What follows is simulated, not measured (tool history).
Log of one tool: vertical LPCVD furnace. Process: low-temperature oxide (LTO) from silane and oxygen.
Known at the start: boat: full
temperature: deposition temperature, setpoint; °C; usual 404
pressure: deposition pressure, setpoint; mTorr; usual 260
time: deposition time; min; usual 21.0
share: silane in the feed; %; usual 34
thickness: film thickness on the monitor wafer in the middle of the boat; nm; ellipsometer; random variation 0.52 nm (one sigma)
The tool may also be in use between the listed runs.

run,hour,temperature,pressure,time,share,"read-back reference wafer on the same gauge, thickness",thickness
1,0.0,404,260,21.0,34,147.89,183.68
2,59.0,404,260,21.0,34,148.03,183.46
3,99.3,404,260,21.0,34,147.98,183.46
# hour 156.9: silane flow controller replaced
4,157.4,404,260,21.0,34,147.97,182.38
5,181.7,404,230,21.0,34,148.14,162.37
6,214.5,404,230,21.0,34,147.94,162.92
7,247.9,404,230,21.0,34,147.92,162.40
8,280.9,411,260,21.0,34,148.02,198.39
9,345.0,411,260,21.0,34,148.15,198.64
10,402.6,404,260,21.0,34,147.96,184.50
11,463.6,404,260,21.0,34,148.08,183.29
12,533.1,404,205,21.0,34,147.97,145.20
13,581.0,404,260,16.5,34,147.92,144.76
14,763.2,404,280,21.0,37,148.14,220.49
15,814.8,396,325,29.0,31,148.08,256.32
16,853.2,396,325,29.0,31,147.95,254.75
17,889.0,416,260,15.0,34,147.97,149.79
18,930.0,404,260,21.0,34,147.86,183.40
19,982.4,395,260,21.0,34,148.06,165.71
# hour 1027.2: pressure gauge zeroed
20,1038.2,415,220,28.0,36,147.88,252.94
# hour 1066.2: thermocouples replaced and temperature profile calibrated
21,1093.9,414,260,21.0,34,147.82,196.14
22,1152.7,398,220,21.0,34,147.89,139.54
23,1185.7,404,205,21.0,30,148.04,116.58
# hour 1240.3: gauge calibrated
24,1250.6,404,320,17.0,38,147.90,203.42
25,1275.3,392,260,17.5,34,148.00,128.86
26,1321.9,415,325,21.0,28,148.01,190.07
27,1478.5,400,260,21.0,34,147.95,169.01
28,1530.2,399,260,27.5,34,147.96,219.53
29,1576.5,400,260,21.0,34,148.15,169.74
30,1617.8,399,275,24.0,31,147.96,178.99
31,1678.5,393,230,29.0,30,148.16,160.46
32,1736.1,404,260,27.0,34,147.93,229.54

Measured less the same run without the tool's hidden state. The same run-to-run variation is in both; the gauge's scatter may not be:
The hidden state here: true tube temperature minus thermocouple reading, K; true pressure minus gauge reading, mTorr; deviation of the silane flow from its setpoint, %; gauge reads high (%).
run,thickness
1,+8.65
2,+8.66
3,+8.68
4,+8.64
5,+7.71
6,+7.75
7,+7.73
8,+9.21
9,+9.24
10,+8.83
11,+8.79
12,+6.97
13,+6.97
14,+10.43
15,+13.08
16,+13.01
17,+6.95
18,+8.91
19,+8.33
20,+11.64
21,+0.65
22,+0.77
23,+0.76
24,+1.64
25,+1.22
26,+1.97
27,+2.48
28,+3.51
29,+2.89
30,+3.30
31,+3.28
32,+4.64
